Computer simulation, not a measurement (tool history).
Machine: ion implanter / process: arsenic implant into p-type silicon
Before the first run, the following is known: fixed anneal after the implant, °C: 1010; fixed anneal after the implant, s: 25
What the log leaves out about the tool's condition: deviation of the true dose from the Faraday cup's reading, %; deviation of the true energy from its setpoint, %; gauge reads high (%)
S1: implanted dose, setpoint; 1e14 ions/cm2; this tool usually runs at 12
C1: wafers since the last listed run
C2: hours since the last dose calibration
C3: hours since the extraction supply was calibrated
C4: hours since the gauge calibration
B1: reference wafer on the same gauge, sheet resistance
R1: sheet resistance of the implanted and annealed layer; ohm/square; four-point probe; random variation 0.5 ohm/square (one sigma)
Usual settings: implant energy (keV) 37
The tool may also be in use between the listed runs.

{"run": 1, "hour": 0.0, "S1": 12, "implant energy (keV)": 37, "C1": 0, "C2": 1762.4, "C3": 2704.2, "C4": 1284.1, "B1": 89.53, "R1": 99.39}
{"run": 2, "hour": 41.7, "S1": 12, "implant energy (keV)": 37, "C1": 1051, "C2": 1804.1, "C3": 2745.9, "C4": 1325.8, "B1": 89.62, "R1": 98.6}
{"hour": 66.8, "done": "Faraday cup replaced and dose calibrated"}
{"run": 3, "hour": 325.1, "S1": 12, "implant energy (keV)": 37, "C1": 6945, "C2": 258.3, "C3": 3029.3, "C4": 1609.2, "B1": 89.69, "R1": 96.93}
{"run": 4, "hour": 375.4, "S1": 13.41, "implant energy (keV)": 37, "C1": 1268, "C2": 308.6, "C3": 3079.6, "C4": 1659.5, "B1": 89.65, "R1": 91.43}
{"run": 5, "hour": 430.3, "S1": 13.41, "implant energy (keV)": 37, "C1": 1384, "C2": 363.5, "C3": 3134.5, "C4": 1714.4, "B1": 89.57, "R1": 91.59}
{"run": 6, "hour": 508.1, "S1": 13.41, "implant energy (keV)": 37, "C1": 1962, "C2": 441.3, "C3": 3212.3, "C4": 1792.2, "B1": 89.71, "R1": 91.2}
{"run": 7, "hour": 611.6, "S1": 13.78, "implant energy (keV)": 37, "C1": 2610, "C2": 544.8, "C3": 3315.8, "C4": 1895.7, "B1": 89.53, "R1": 90.32}
{"run": 8, "hour": 700.3, "S1": 13.78, "implant energy (keV)": 37, "C1": 2236, "C2": 633.5, "C3": 3404.5, "C4": 1984.4, "B1": 89.67, "R1": 90}
{"hour": 818.9, "done": "gauge calibrated"}
{"hour": 845.4, "done": "extraction supply calibrated"}
{"run": 9, "hour": 846.4, "S1": 13.78, "implant energy (keV)": 37, "C1": 3482, "C2": 779.6, "C3": 1, "C4": 27.5, "B1": 89.65, "R1": 90.79}
{"run": 10, "hour": 942.9, "S1": 12, "implant energy (keV)": 37, "C1": 2433, "C2": 876.1, "C3": 97.5, "C4": 124, "B1": 89.56, "R1": 98}
{"run": 11, "hour": 1014.1, "S1": 12, "implant energy (keV)": 37, "C1": 1795, "C2": 947.3, "C3": 168.7, "C4": 195.2, "B1": 89.55, "R1": 98.49}
{"run": 12, "hour": 1121.6, "S1": 12, "implant energy (keV)": 41.5, "C1": 2710, "C2": 1054.8, "C3": 276.2, "C4": 302.7, "B1": 89.56, "R1": 95.14}
{"run": 13, "hour": 1211.0, "S1": 12, "implant energy (keV)": 41.5, "C1": 2254, "C2": 1144.2, "C3": 365.6, "C4": 392.1, "B1": 89.57, "R1": 95.64}
{"run": 14, "hour": 1275.6, "S1": 12, "implant energy (keV)": 37, "C1": 1629, "C2": 1208.8, "C3": 430.2, "C4": 456.7, "B1": 89.63, "R1": 98.25}
{"run": 15, "hour": 1317.2, "S1": 12, "implant energy (keV)": 37, "C1": 1049, "C2": 1250.4, "C3": 471.8, "C4": 498.3, "B1": 89.62, "R1": 98.81}
{"run": 16, "hour": 1356.1, "S1": 10.74, "implant energy (keV)": 37, "C1": 981, "C2": 1289.3, "C3": 510.7, "C4": 537.2, "B1": 89.69, "R1": 105.36}
{"run": 17, "hour": 1420.4, "S1": 10.36, "implant energy (keV)": 27, "C1": 1621, "C2": 1353.6, "C3": 575, "C4": 601.5, "B1": 89.53, "R1": 114.51}
{"run": 18, "hour": 1515.9, "S1": 13.2, "implant energy (keV)": 33.5, "C1": 2408, "C2": 1449.1, "C3": 670.5, "C4": 697, "B1": 89.56, "R1": 96.3}
{"hour": 1524.7, "done": "Faraday cup replaced and dose calibrated"}
{"run": 19, "hour": 1589.1, "S1": 12, "implant energy (keV)": 37, "C1": 1644, "C2": 64.4, "C3": 743.7, "C4": 770.2, "B1": 89.5, "R1": 96.48}
{"run": 20, "hour": 1635.3, "S1": 12, "implant energy (keV)": 42.5, "C1": 1165, "C2": 110.6, "C3": 789.9, "C4": 816.4, "B1": 89.54, "R1": 94.47}
{"run": 21, "hour": 1735.5, "S1": 8.85, "implant energy (keV)": 33.5, "C1": 2526, "C2": 210.8, "C3": 890.1, "C4": 916.6, "B1": 89.62, "R1": 120.28}
{"run": 22, "hour": 1780.2, "S1": 12.91, "implant energy (keV)": 47.5, "C1": 1127, "C2": 255.5, "C3": 934.8, "C4": 961.3, "B1": 89.5, "R1": 87.46}
{"run": 23, "hour": 1865.8, "S1": 12, "implant energy (keV)": 44.5, "C1": 2158, "C2": 341.1, "C3": 1020.4, "C4": 1046.9, "B1": 89.61, "R1": 92.61}
{"run": 24, "hour": 1923.6, "S1": 9.18, "implant energy (keV)": 41, "C1": 1457, "C2": 398.9, "C3": 1078.2, "C4": 1104.7, "B1": 89.62, "R1": 112.29}
{"run": 25, "hour": 2009.9, "S1": 13.7, "implant energy (keV)": 26, "C1": 2176, "C2": 485.2, "C3": 1164.5, "C4": 1191, "B1": 89.66, "R1": 98.82}
{"run": 26, "hour": 2111.8, "S1": 14.85, "implant energy (keV)": 41, "C1": 2569, "C2": 587.1, "C3": 1266.4, "C4": 1292.9, "B1": 89.58, "R1": 84.13}

4 ways to go on from here, each from the tool as it stands after run 26. What would each give?
{"run": "A", "hour": 2112.2, "S1": 12, "implant energy (keV)": 37, "C1": 10, "C2": 587.5, "C3": 1266.8, "C4": 1293.3, "B1": "?", "R1": "?"}
{"run": "B", "hour": 2112.2, "S1": 8.89, "implant energy (keV)": 37, "C1": 10, "C2": 587.5, "C3": 1266.8, "C4": 1293.3, "B1": "?", "R1": "?"}
{"run": "C", "hour": 2112.2, "S1": 9.89, "implant energy (keV)": 45.5, "C1": 10, "C2": 587.5, "C3": 1266.8, "C4": 1293.3, "B1": "?", "R1": "?"}
{"run": "D", "hour": 2112.2, "S1": 10.47, "implant energy (keV)": 47, "C1": 10, "C2": 587.5, "C3": 1266.8, "C4": 1293.3, "B1": "?", "R1": "?"}

run=A B1=89.54 R1=97.33
run=B B1=89.54 R1=117.95
run=C B1=89.54 R1=105.63
run=D B1=89.54 R1=101.04
The same runs, with their run-to-run variation unchanged, on a tool lacking any hidden condition would have given:
run=A R1=97.35
run=B R1=117.99
run=C R1=105.66
run=D R1=101.07
